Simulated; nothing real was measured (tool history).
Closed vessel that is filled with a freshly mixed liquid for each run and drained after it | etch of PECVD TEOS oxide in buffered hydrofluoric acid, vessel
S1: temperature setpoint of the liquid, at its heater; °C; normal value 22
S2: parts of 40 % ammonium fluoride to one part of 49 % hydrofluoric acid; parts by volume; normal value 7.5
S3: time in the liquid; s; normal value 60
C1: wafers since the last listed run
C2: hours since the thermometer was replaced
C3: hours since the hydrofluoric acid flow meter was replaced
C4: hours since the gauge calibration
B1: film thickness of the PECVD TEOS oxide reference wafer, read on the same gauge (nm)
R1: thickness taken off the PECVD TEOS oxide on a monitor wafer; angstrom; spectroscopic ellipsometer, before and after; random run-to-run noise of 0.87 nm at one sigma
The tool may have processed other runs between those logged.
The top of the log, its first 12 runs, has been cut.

run 13 hour=616.1 | S1=25 S2=7.5 S3=60 | C1=3203 C2=784 C3=126.1 C4=1734 | B1=120.01 | R1=1222.6
-- hour=650.4 gauge calibrated
run 14 hour=680.7 | S1=22 S2=7.5 S3=60 | C1=4042 C2=848.6 C3=190.7 C4=30.3 | B1=120.01 | R1=1023.1
run 15 hour=739.2 | S1=22 S2=7.5 S3=60 | C1=3660 C2=907.1 C3=249.2 C4=88.8 | B1=120.01 | R1=1026.7
run 16 hour=769.6 | S1=22 S2=7.5 S3=60 | C1=1902 C2=937.5 C3=279.6 C4=119.2 | B1=119.98 | R1=1028
run 17 hour=794.3 | S1=22 S2=10.5 S3=45 | C1=1545 C2=962.2 C3=304.3 C4=143.9 | B1=120.01 | R1=566.4
run 18 hour=847 | S1=25.5 S2=7.5 S3=60 | C1=3297 C2=1014.9 C3=357 C4=196.6 | B1=120.01 | R1=1247.3
run 19 hour=885.6 | S1=19 S2=9 S3=35 | C1=2415 C2=1053.5 C3=395.6 C4=235.2 | B1=119.99 | R1=421.7
run 20 hour=962.1 | S1=18.5 S2=7.5 S3=90 | C1=4787 C2=1130 C3=472.1 C4=311.7 | B1=120.02 | R1=1284.1
run 21 hour=1027.7 | S1=18 S2=9.5 S3=60 | C1=4105 C2=1195.6 C3=537.7 C4=377.3 | B1=120 | R1=664.1
run 22 hour=1069.4 | S1=26.5 S2=6.5 S3=80 | C1=2609 C2=1237.3 C3=579.4 C4=419 | B1=120.02 | R1=2028.8
run 23 hour=1135.1 | S1=22 S2=7.5 S3=60 | C1=4111 C2=1303 C3=645.1 C4=484.7 | B1=120.01 | R1=1032.1
run 24 hour=1185.7 | S1=20.5 S2=8.5 S3=30 | C1=3166 C2=1353.6 C3=695.7 C4=535.3 | B1=120.01 | R1=409.3
run 25 hour=1213.3 | S1=22 S2=6 S3=40 | C1=1727 C2=1381.2 C3=723.3 C4=562.9 | B1=120.01 | R1=851.8
run 26 hour=1243.4 | S1=22 S2=7.5 S3=60 | C1=1883 C2=1411.3 C3=753.4 C4=593 | B1=120 | R1=1023.9
-- hour=1255.7 thermometer replaced
run 27 hour=1293.9 | S1=22 S2=5 S3=60 | C1=3097 C2=38.2 C3=803.9 C4=643.5 | B1=120 | R1=1416.9
run 28 hour=1346.3 | S1=20.5 S2=5 S3=75 | C1=3279 C2=90.6 C3=856.3 C4=695.9 | B1=120.01 | R1=1622
run 29 hour=1396.6 | S1=18.5 S2=7.5 S3=60 | C1=3147 C2=140.9 C3=906.6 C4=746.2 | B1=120.01 | R1=809.2
run 30 hour=1465.6 | S1=22 S2=7.5 S3=60 | C1=4317 C2=209.9 C3=975.6 C4=815.2 | B1=119.99 | R1=967.2
run 31 hour=1523.1 | S1=24.5 S2=5 S3=80 | C1=3598 C2=267.4 C3=1033.1 C4=872.7 | B1=120 | R1=2183.1
run 32 hour=1548 | S1=20 S2=7.5 S3=30 | C1=1558 C2=292.3 C3=1058 C4=897.6 | B1=119.99 | R1=437
run 33 hour=1600.5 | S1=22 S2=7.5 S3=60 | C1=3285 C2=344.8 C3=1110.5 C4=950.1 | B1=120.01 | R1=987.3

Consider 3 possible next runs. They are alternatives, not a sequence: every one starts from the tool as it was left by run 33. What does each give?
run A hour=1601.2 | S1=22 S2=7.5 S3=60 | C1=43 C2=345.5 C3=1111.2 C4=950.8 | B1=? | R1=?
run B hour=1601.2 | S1=25.5 S2=9 S3=45 | C1=43 C2=345.5 C3=1111.2 C4=950.8 | B1=? | R1=?
run C hour=1601.2 | S1=22 S2=9 S3=50 | C1=43 C2=345.5 C3=1111.2 C4=950.8 | B1=? | R1=?

run=A B1=120 R1=989.3
run=B B1=120 R1=749.6
run=C B1=120 R1=688.4
With the hidden condition removed and each run's random variation left untouched, the same runs would have given:
run=A R1=1003.4
run=B R1=747.7
run=C R1=686.3

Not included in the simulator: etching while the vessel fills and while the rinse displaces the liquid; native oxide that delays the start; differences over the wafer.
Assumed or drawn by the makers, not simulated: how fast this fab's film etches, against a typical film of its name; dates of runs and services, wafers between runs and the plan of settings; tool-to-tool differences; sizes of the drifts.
